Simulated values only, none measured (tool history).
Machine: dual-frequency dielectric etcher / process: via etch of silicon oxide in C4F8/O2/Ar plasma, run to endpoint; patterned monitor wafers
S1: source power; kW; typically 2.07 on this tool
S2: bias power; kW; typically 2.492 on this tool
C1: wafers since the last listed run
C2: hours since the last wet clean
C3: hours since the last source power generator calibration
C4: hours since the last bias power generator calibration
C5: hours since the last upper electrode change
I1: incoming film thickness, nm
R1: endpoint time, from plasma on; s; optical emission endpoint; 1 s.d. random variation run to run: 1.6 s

run 1 hour=0 | S1=2.07 S2=2.492 | C1=0 C2=218.7 C3=2987.8 C4=1298.6 C5=1912.2 | I1=1573.5 | R1=291.4
run 2 hour=15.1 | S1=2.07 S2=2.492 | C1=100 C2=233.8 C3=3002.9 C4=1313.7 C5=1927.3 | I1=1549.9 | R1=287.3
run 3 hour=36.9 | S1=2.07 S2=2.492 | C1=145 C2=255.6 C3=3024.7 C4=1335.5 C5=1949.1 | I1=1564 | R1=290.9
run 4 hour=51.3 | S1=2.07 S2=2.492 | C1=96 C2=270 C3=3039.1 C4=1349.9 C5=1963.5 | I1=1549.6 | R1=286.4
run 5 hour=75.7 | S1=2.07 S2=2.492 | C1=162 C2=294.4 C3=3063.5 C4=1374.3 C5=1987.9 | I1=1578.2 | R1=293.2
run 6 hour=107.8 | S1=2.07 S2=2.492 | C1=214 C2=326.5 C3=3095.6 C4=1406.4 C5=2020 | I1=1581.7 | R1=292.4
-- hour=137.5 wet clean of the chamber
run 7 hour=141 | S1=2.07 S2=2.492 | C1=61 C2=3.5 C3=3128.8 C4=1439.6 C5=2053.2 | I1=1566.7 | R1=287.2
run 8 hour=173.3 | S1=2.07 S2=2.492 | C1=215 C2=35.8 C3=3161.1 C4=1471.9 C5=2085.5 | I1=1551.6 | R1=285.7
run 9 hour=193.4 | S1=2.07 S2=2.209 | C1=134 C2=55.9 C3=3181.2 C4=1492 C5=2105.6 | I1=1557.6 | R1=309.6
run 10 hour=224.1 | S1=2.07 S2=2.209 | C1=204 C2=86.6 C3=3211.9 C4=1522.7 C5=2136.3 | I1=1567.7 | R1=307.9
-- hour=230.8 source power generator calibrated
run 11 hour=245 | S1=2.07 S2=2.209 | C1=112 C2=107.5 C3=14.2 C4=1543.6 C5=2157.2 | I1=1569.1 | R1=304
run 12 hour=264.3 | S1=2.07 S2=2.492 | C1=128 C2=126.8 C3=33.5 C4=1562.9 C5=2176.5 | I1=1572.5 | R1=291.3
run 13 hour=277.8 | S1=2.07 S2=2.492 | C1=90 C2=140.3 C3=47 C4=1576.4 C5=2190 | I1=1569.6 | R1=291.7
run 14 hour=308 | S1=2.07 S2=2.492 | C1=201 C2=170.5 C3=77.2 C4=1606.6 C5=2220.2 | I1=1554.2 | R1=287
run 15 hour=342.1 | S1=2.07 S2=1.965 | C1=227 C2=204.6 C3=111.3 C4=1640.7 C5=2254.3 | I1=1564.8 | R1=327.8
run 16 hour=374.8 | S1=2.48 S2=2.142 | C1=218 C2=237.3 C3=144 C4=1673.4 C5=2287 | I1=1551.2 | R1=288.5
run 17 hour=389.7 | S1=1.7 S2=2.157 | C1=99 C2=252.2 C3=158.9 C4=1688.3 C5=2301.9 | I1=1563.6 | R1=334.4
run 18 hour=414.2 | S1=1.79 S2=3.07 | C1=163 C2=276.7 C3=183.4 C4=1712.8 C5=2326.4 | I1=1559.3 | R1=275.4
-- hour=450.8 upper electrode replaced
run 19 hour=451.3 | S1=2.29 S2=2.786 | C1=87 C2=313.8 C3=220.5 C4=1749.9 C5=0.5 | I1=1562.3 | R1=265.9
run 20 hour=451.7 | S1=1.87 S2=3.048 | C1=2 C2=314.2 C3=220.9 C4=1750.3 C5=0.9 | I1=1563.5 | R1=271.7
run 21 hour=473.7 | S1=2.07 S2=2.492 | C1=146 C2=336.2 C3=242.9 C4=1772.3 C5=22.9 | I1=1543.9 | R1=286
-- hour=505.3 bias power generator calibrated
-- hour=524.7 wet clean of the chamber
run 22 hour=525.2 | S1=2.07 S2=2.492 | C1=187 C2=0.5 C3=294.4 C4=19.9 C5=74.4 | I1=1564.8 | R1=287.4
run 23 hour=525.6 | S1=2.07 S2=2.236 | C1=2 C2=0.9 C3=294.8 C4=20.3 C5=74.8 | I1=1544.9 | R1=302.1
run 24 hour=545.5 | S1=2.07 S2=2.997 | C1=132 C2=20.8 C3=314.7 C4=40.2 C5=94.7 | I1=1547.5 | R1=262

What will run 25 give?
run 25 hour=565.8 | S1=2.07 S2=2.492 | C1=135 C2=41.1 C3=335 C4=60.5 C5=115 | I1=1553.4 | R1=?

R1: 291.2 s
With no hidden state in the tool, this same run would have given R1 291.2 s.
